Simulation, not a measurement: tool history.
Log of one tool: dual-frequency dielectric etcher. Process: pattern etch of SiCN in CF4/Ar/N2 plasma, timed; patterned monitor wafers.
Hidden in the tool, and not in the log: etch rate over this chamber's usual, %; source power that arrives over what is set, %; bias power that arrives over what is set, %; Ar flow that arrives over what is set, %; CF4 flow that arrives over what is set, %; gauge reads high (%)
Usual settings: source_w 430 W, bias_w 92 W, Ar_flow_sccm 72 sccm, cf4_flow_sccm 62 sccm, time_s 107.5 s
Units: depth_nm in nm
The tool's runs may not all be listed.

run	hour	source_w	bias_w	Ar_flow_sccm	cf4_flow_sccm	time_s	wafers since the last listed run	hours since the last wet clean	hours since the last source power generator calibration	hours since the last bias power generator calibration	hours since the last Ar flow controller change	hours since the last CF4 flow controller change	hours since the last upper electrode change	hours since the gauge calibration	read-back reference wafer on the same gauge, depth_nm	depth_nm
1	0	460	92	72	72	107.5	0	183.9	2158.1	1748.8	945.5	2337.7	4236.3	1277.3	82.3	98.7
2	72	430	104	72	62	107.5	661	255.9	2230.1	1820.8	1017.5	2409.7	4308.3	1349.3	82.3	95.7
3	135.4	430	92	72	62	107.5	582	319.3	2293.5	1884.2	1080.9	2473.1	4371.7	1412.7	82.3	91.9
# hour 172.4: CF4 flow controller replaced
# hour 241: bias power generator calibrated
# hour 249.2: upper electrode replaced
4	249.7	430	92	72	62	107.5	882	433.6	2407.8	8.7	1195.2	77.3	0.5	1527	82.3	91.4
5	318.7	430	92	72	62	107.5	633	502.6	2476.8	77.7	1264.2	146.3	69.5	1596	82.3	91.3
# hour 353.4: wet clean of the chamber
6	413.4	430	92	72	62	107.5	649	60	2571.5	172.4	1358.9	241	164.2	1690.7	82.3	92.3
7	473.1	430	92	72	62	107.5	548	119.7	2631.2	232.1	1418.6	300.7	223.9	1750.4	82.3	92.2
8	547	430	92	72	62	107.5	678	193.6	2705.1	306	1492.5	374.6	297.8	1824.3	82.2	92.2
9	598.5	430	92	72	62	107.5	472	245.1	2756.6	357.5	1544	426.1	349.3	1875.8	82.3	92.3
10	686.2	430	92	72	62	107.5	805	332.8	2844.3	445.2	1631.7	513.8	437	1963.5	82.3	92.1
# hour 727.7: gauge calibrated
11	759.7	430	110	61	72	107.5	674	406.3	2917.8	518.7	1705.2	587.3	510.5	32	82.3	100.2
12	819.8	370	92	65	55	107.5	551	466.4	2977.9	578.8	1765.3	647.4	570.6	92.1	82.3	81.7
# hour 875.8: wet clean of the chamber
13	927.4	540	92	72	62	107.5	767	51.6	3085.5	686.4	1872.9	755	678.2	199.7	82.3	110.3
# hour 1025.7: source power generator calibrated
# hour 1122: Ar flow controller replaced
14	1157.1	430	71	82	54	82	2017	281.3	131.4	916.1	35.1	984.7	907.9	429.4	82.3	62.5
# hour 1275.1: wet clean of the chamber
15	1275.6	430	86	72	62	107.5	867	0.5	249.9	1034.6	153.6	1103.2	1026.4	547.9	82.3	90.9
16	1322.4	520	73	79	62	120	429	47.3	296.7	1081.4	200.4	1150	1073.2	594.7	82.3	110
17	1428	400	92	81	62	107.5	969	152.9	402.3	1187	306	1255.6	1178.8	700.3	82.3	86.4
18	1487.6	430	101	72	62	107.5	547	212.5	461.9	1246.6	365.6	1315.2	1238.4	759.9	82.3	95.2
19	1543.8	430	92	72	62	107.5	516	268.7	518.1	1302.8	421.8	1371.4	1294.6	816.1	82.3	91.9
20	1592.1	430	77	64	62	76	443	317	566.4	1351.1	470.1	1419.7	1342.9	864.4	82.3	62.9

What the log doesn't show, run by run:
source power that arrives over what is set, %: 0 in every run
bias power that arrives over what is set, %: 0 in every run
Ar flow that arrives over what is set, %: 0 in every run
CF4 flow that arrives over what is set, %: 0 in every run
gauge reads high (%): 0 in every run
H1: etch rate over this chamber's usual, %
run	H1
1	-0.406
2	-0.566
3	-0.706
4	-0.959
5	-1.11
6	-0.319
7	-0.451
8	-0.615
9	-0.729
10	-0.923
11	-1.09
12	-1.22
13	-0.0547
14	-0.563
15	0.109
16	0.00532
17	-0.228
18	-0.36
19	-0.485
20	-0.592

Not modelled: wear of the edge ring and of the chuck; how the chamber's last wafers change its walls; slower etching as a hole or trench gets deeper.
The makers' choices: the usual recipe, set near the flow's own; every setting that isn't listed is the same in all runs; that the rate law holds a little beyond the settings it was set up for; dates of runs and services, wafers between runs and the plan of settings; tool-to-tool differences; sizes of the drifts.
